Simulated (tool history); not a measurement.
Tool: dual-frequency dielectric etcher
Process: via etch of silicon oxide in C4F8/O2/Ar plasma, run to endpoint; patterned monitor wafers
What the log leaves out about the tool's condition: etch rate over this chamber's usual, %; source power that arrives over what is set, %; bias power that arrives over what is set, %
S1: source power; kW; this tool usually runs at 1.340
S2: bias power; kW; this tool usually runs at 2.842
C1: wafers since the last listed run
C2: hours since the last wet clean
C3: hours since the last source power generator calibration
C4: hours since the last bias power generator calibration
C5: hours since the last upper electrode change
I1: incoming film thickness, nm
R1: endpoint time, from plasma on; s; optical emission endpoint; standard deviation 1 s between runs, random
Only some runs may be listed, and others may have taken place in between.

{"run": 1, "hour": 0.0, "S1": 1.34, "S2": 2.842, "C1": 0, "C2": 278.3, "C3": 2507.2, "C4": 1414.4, "C5": 4906.2, "I1": 1502.4, "R1": 308.4}
{"run": 2, "hour": 33.0, "S1": 1.49, "S2": 2.842, "C1": 130, "C2": 311.3, "C3": 2540.2, "C4": 1447.4, "C5": 4939.2, "I1": 1515.4, "R1": 297.7}
{"run": 3, "hour": 53.3, "S1": 1.49, "S2": 2.842, "C1": 80, "C2": 331.6, "C3": 2560.5, "C4": 1467.7, "C5": 4959.5, "I1": 1502.6, "R1": 296.6}
{"run": 4, "hour": 71.7, "S1": 1.61, "S2": 2.618, "C1": 72, "C2": 350.0, "C3": 2578.9, "C4": 1486.1, "C5": 4977.9, "I1": 1513.3, "R1": 293.3}
{"run": 5, "hour": 100.1, "S1": 1.61, "S2": 2.618, "C1": 112, "C2": 378.4, "C3": 2607.3, "C4": 1514.5, "C5": 5006.3, "I1": 1518.1, "R1": 294.5}
{"run": 6, "hour": 122.8, "S1": 1.61, "S2": 2.618, "C1": 89, "C2": 401.1, "C3": 2630.0, "C4": 1537.2, "C5": 5029.0, "I1": 1508.3, "R1": 293.6}
{"hour": 131.5, "done": "bias power generator calibrated"}
{"hour": 147.6, "done": "source power generator calibrated"}
{"run": 7, "hour": 150.7, "S1": 1.34, "S2": 2.842, "C1": 78, "C2": 429.0, "C3": 3.1, "C4": 19.2, "C5": 5056.9, "I1": 1494.5, "R1": 307.0}
{"run": 8, "hour": 170.6, "S1": 1.55, "S2": 2.842, "C1": 78, "C2": 448.9, "C3": 23.0, "C4": 39.1, "C5": 5076.8, "I1": 1517.6, "R1": 294.1}
{"hour": 207.7, "done": "wet clean of the chamber"}
{"hour": 217.3, "done": "upper electrode replaced"}
{"run": 9, "hour": 217.8, "S1": 1.05, "S2": 2.842, "C1": 53, "C2": 10.1, "C3": 70.2, "C4": 86.3, "C5": 0.5, "I1": 1516.3, "R1": 350.6}
{"run": 10, "hour": 218.2, "S1": 1.1, "S2": 2.842, "C1": 1, "C2": 10.5, "C3": 70.6, "C4": 86.7, "C5": 0.9, "I1": 1508.1, "R1": 340.4}
{"run": 11, "hour": 228.2, "S1": 1.06, "S2": 2.182, "C1": 39, "C2": 20.5, "C3": 80.6, "C4": 96.7, "C5": 10.9, "I1": 1517.7, "R1": 373.6}
{"run": 12, "hour": 242.5, "S1": 1.6, "S2": 2.607, "C1": 56, "C2": 34.8, "C3": 94.9, "C4": 111.0, "C5": 25.2, "I1": 1505.2, "R1": 293.3}
{"run": 13, "hour": 265.6, "S1": 1.1, "S2": 2.663, "C1": 91, "C2": 57.9, "C3": 118.0, "C4": 134.1, "C5": 48.3, "I1": 1502.2, "R1": 348.7}
{"run": 14, "hour": 290.0, "S1": 1.34, "S2": 2.842, "C1": 96, "C2": 82.3, "C3": 142.4, "C4": 158.5, "C5": 72.7, "I1": 1509.9, "R1": 310.0}

Hidden condition of the tool, last listed run before each entry between runs versus first listed run after:
Between runs 6 and 7: bias power generator calibrated (hour 131.5); source power generator calibrated (hour 147.6)
  the hidden state is the same at both runs
Between runs 8 and 9: wet clean of the chamber (hour 207.7); upper electrode replaced (hour 217.3)
  the hidden state is the same at both runs
